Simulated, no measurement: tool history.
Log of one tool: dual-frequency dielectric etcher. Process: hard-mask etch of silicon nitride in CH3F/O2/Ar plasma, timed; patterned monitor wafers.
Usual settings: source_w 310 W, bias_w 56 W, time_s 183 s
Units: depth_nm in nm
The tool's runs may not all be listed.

run    hour  source_w  bias_w  time_s  read-back reference wafer on the same gauge, depth_nm  depth_nm
  1       0       310      56     217                                                    109     118.3
  2    30.4       310      56     217                                                    109     118.5
  3    74.7       310      47   212.5                                                    109     107.8
  4   142.6       310      47   212.5                                                  108.9     107.7
  5   195.9       310      47   212.5                                                    109     107.9
      224.3  -- wet clean of the chamber
  6     257       310      56   142.5                                                  109.1        77
  7   318.9       310      56   142.5                                                    109      76.8
  8   351.9       310      56     183                                                    109      98.3
  9   422.7       310      56     183                                                  108.9      98.9
      470.7  -- upper electrode replaced
 10   474.1       310      56     183                                                    109      98.5
 11     519       280      56     183                                                    109      94.2
      562.3  -- gauge calibrated
 12   589.1       360      56     183                                                    109     103.6
      613.3  -- wet clean of the chamber, repeated, since the last time left the tool worse
 13   615.5       310      56     183                                                    109     100.4
 14   655.4       310      56   142.5                                                  108.9      78.5
 15   716.8       260      62   144.5                                                    109      77.4
 16   749.7       360      67   160.5                                                    109       100
 17   816.8       310      56     183                                                    109     100.4
 18   872.9       380      45   226.5                                                    109     122.5
      903.9  -- source power generator calibrated
 19   913.6       360      70     183                                                  108.9     115.8
 20   949.9       310      56   209.5                                                  108.8     114.1
 21  1017.5       280      44   146.5                                                  108.9      69.3
 22  1051.2       310      56   212.5                                                  108.9     115.6
     1077.1  -- wet clean of the chamber
 23  1112.1       270      56     183                                                  108.9        95
     1123.9  -- bias power generator calibrated
 24  1151.4       340      56     183                                                    109     103.5
 25  1327.7       380      50     183                                                    109     103.5
 26  1389.2       380      49   145.5                                                    109      81.4
 27  1454.2       310      56     183                                                    109      99.5
 28  1521.7       310      56     183                                                    109      99.2
 29    1577       310      56     183                                                    109      99.7

4 ways to go on from here, each from the tool as it stands after run 29. What would each give?
  A  1577.5       310      60     183                                                      ?         ?
  B  1577.5       270      64     183                                                      ?         ?
  C  1577.5       310      45   237.5                                                      ?         ?
  D  1577.5       280      43     183                                                      ?         ?

run  read-back reference wafer on the same gauge, depth_nm  depth_nm
  A                                                  108.9     102.6
  B                                                  108.9       100
  C                                                  108.9     118.4
  D                                                  108.9      86.1
Without the tool's hidden state the same runs would have given:
run  depth_nm
  A     103.6
  B       101
  C     119.7
  D        87

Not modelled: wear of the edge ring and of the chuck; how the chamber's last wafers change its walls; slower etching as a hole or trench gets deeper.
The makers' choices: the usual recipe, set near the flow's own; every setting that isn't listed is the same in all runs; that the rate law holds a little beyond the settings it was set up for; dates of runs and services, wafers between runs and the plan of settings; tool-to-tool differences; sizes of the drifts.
